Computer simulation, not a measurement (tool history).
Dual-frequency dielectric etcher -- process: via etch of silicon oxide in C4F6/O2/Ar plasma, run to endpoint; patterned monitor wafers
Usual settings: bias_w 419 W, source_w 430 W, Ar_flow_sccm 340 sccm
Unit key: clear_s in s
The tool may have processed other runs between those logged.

| run | hour | bias_w | source_w | Ar_flow_sccm | wafers since the last listed run | hours since the last wet clean | hours since the last bias power generator calibration | hours since the last source power generator calibration | hours since the last Ar flow controller change | hours since the last upper electrode change | incoming incoming film thickness, nm | clear_s |
|---|---|---|---|---|---|---|---|---|---|---|---|---|
| 1 | 0.0 | 419 | 430 | 340 | 0 | 0.5 | 2433.2 | 1607.0 | 4000.9 | 1939.9 | 115.8 | 26.1 |
| 2 | 31.9 | 344 | 460 | 340 | 540 | 32.4 | 2465.1 | 1638.9 | 4032.8 | 1971.8 | 115.3 | 25.5 |
|  | 77.2 | source power generator calibrated |
| 3 | 89.0 | 344 | 460 | 340 | 899 | 89.5 | 2522.2 | 11.8 | 4089.9 | 2028.9 | 115.7 | 25.0 |
| 4 | 158.4 | 344 | 460 | 340 | 1175 | 158.9 | 2591.6 | 81.2 | 4159.3 | 2098.3 | 115.1 | 25.1 |
| 5 | 195.0 | 419 | 430 | 371 | 619 | 195.5 | 2628.2 | 117.8 | 4195.9 | 2134.9 | 116.1 | 25.5 |
| 6 | 266.5 | 419 | 430 | 371 | 1210 | 267.0 | 2699.7 | 189.3 | 4267.4 | 2206.4 | 115.5 | 25.3 |
| 7 | 323.1 | 419 | 430 | 371 | 958 | 323.6 | 2756.3 | 245.9 | 4324.0 | 2263.0 | 116.4 | 25.8 |
|  | 396.1 | bias power generator calibrated |
| 8 | 396.6 | 419 | 430 | 340 | 1177 | 397.1 | 0.5 | 319.4 | 4397.5 | 2336.5 | 115.1 | 25.0 |
|  | 442.4 | wet clean of the chamber |
|  | 447.6 | upper electrode replaced, of another model than before |
| 9 | 448.1 | 419 | 430 | 340 | 378 | 5.7 | 52.0 | 370.9 | 4449.0 | 0.5 | 116.3 | 25.4 |
| 10 | 499.3 | 364 | 430 | 340 | 867 | 56.9 | 103.2 | 422.1 | 4500.2 | 51.7 | 115.6 | 26.4 |
| 11 | 530.3 | 419 | 510 | 417 | 525 | 87.9 | 134.2 | 453.1 | 4531.2 | 82.7 | 115.8 | 25.0 |
| 12 | 733.3 | 419 | 430 | 340 | 3438 | 290.9 | 337.2 | 656.1 | 4734.2 | 285.7 | 115.2 | 25.2 |
| 13 | 765.3 | 321 | 430 | 308 | 541 | 322.9 | 369.2 | 688.1 | 4766.2 | 317.7 | 115.2 | 26.9 |
| 14 | 809.6 | 419 | 430 | 340 | 750 | 367.2 | 413.5 | 732.4 | 4810.5 | 362.0 | 115.1 | 25.1 |
|  | 850.5 | wet clean of the chamber |
| 15 | 851.0 | 391 | 430 | 364 | 294 | 0.5 | 454.9 | 773.8 | 4851.9 | 403.4 | 116.0 | 26.0 |
| 16 | 865.8 | 497 | 430 | 340 | 250 | 15.3 | 469.7 | 788.6 | 4866.7 | 418.2 | 114.9 | 23.9 |
|  | 904.5 | Ar flow controller replaced |
| 17 | 933.2 | 390 | 470 | 425 | 1039 | 82.7 | 537.1 | 856.0 | 28.7 | 485.6 | 115.2 | 26.1 |
| 18 | 979.5 | 383 | 350 | 262 | 784 | 129.0 | 583.4 | 902.3 | 75.0 | 531.9 | 116.7 | 26.8 |
| 19 | 1014.2 | 336 | 460 | 402 | 587 | 163.7 | 618.1 | 937.0 | 109.7 | 566.6 | 114.7 | 26.7 |
| 20 | 1051.1 | 419 | 380 | 340 | 624 | 200.6 | 655.0 | 973.9 | 146.6 | 603.5 | 116.3 | 26.4 |
| 21 | 1106.8 | 383 | 350 | 262 | 943 | 256.3 | 710.7 | 1029.6 | 202.3 | 659.2 | 115.9 | 26.8 |
| 22 | 1170.3 | 419 | 430 | 340 | 1075 | 319.8 | 774.2 | 1093.1 | 265.8 | 722.7 | 115.0 | 25.5 |
| 23 | 1238.1 | 465 | 360 | 286 | 1148 | 387.6 | 842.0 | 1160.9 | 333.6 | 790.5 | 114.8 | 24.8 |
|  | 1279.3 | wet clean of the chamber |
| 24 | 1279.8 | 419 | 430 | 259 | 299 | 0.5 | 883.7 | 1202.6 | 375.3 | 832.2 | 116.1 | 24.5 |
| 25 | 1333.0 | 419 | 370 | 284 | 901 | 53.7 | 936.9 | 1255.8 | 428.5 | 885.4 | 115.6 | 25.7 |
| 26 | 1389.6 | 316 | 490 | 340 | 958 | 110.3 | 993.5 | 1312.4 | 485.1 | 942.0 | 116.0 | 26.4 |
| 27 | 1431.6 | 419 | 430 | 306 | 711 | 152.3 | 1035.5 | 1354.4 | 527.1 | 984.0 | 116.4 | 25.5 |
| 28 | 1469.7 | 320 | 330 | 270 | 645 | 190.4 | 1073.6 | 1392.5 | 565.2 | 1022.1 | 115.5 | 28.3 |
| 29 | 1500.1 | 419 | 430 | 340 | 514 | 220.8 | 1104.0 | 1422.9 | 595.6 | 1052.5 | 116.8 | 25.6 |
| 30 | 1532.1 | 361 | 430 | 340 | 541 | 252.8 | 1136.0 | 1454.9 | 627.6 | 1084.5 | 116.0 | 26.9 |

Alternative continuations, all from the tool just after run 30; predict every row:
| A | 1532.5 | 419 | 430 | 340 | 6 | 253.2 | 1136.4 | 1455.3 | 628.0 | 1084.9 | 115.9 | ? |
| B | 1532.5 | 419 | 430 | 394 | 6 | 253.2 | 1136.4 | 1455.3 | 628.0 | 1084.9 | 115.9 | ? |
| C | 1532.5 | 419 | 470 | 340 | 6 | 253.2 | 1136.4 | 1455.3 | 628.0 | 1084.9 | 115.9 | ? |

| run | clear_s |
|---|---|
| A | 25.4 |
| B | 25.8 |
| C | 24.8 |
With the hidden condition removed and each run's random variation left untouched, the same runs would have given:
| run | clear_s |
|---|---|
| A | 25.1 |
| B | 25.6 |
| C | 24.5 |

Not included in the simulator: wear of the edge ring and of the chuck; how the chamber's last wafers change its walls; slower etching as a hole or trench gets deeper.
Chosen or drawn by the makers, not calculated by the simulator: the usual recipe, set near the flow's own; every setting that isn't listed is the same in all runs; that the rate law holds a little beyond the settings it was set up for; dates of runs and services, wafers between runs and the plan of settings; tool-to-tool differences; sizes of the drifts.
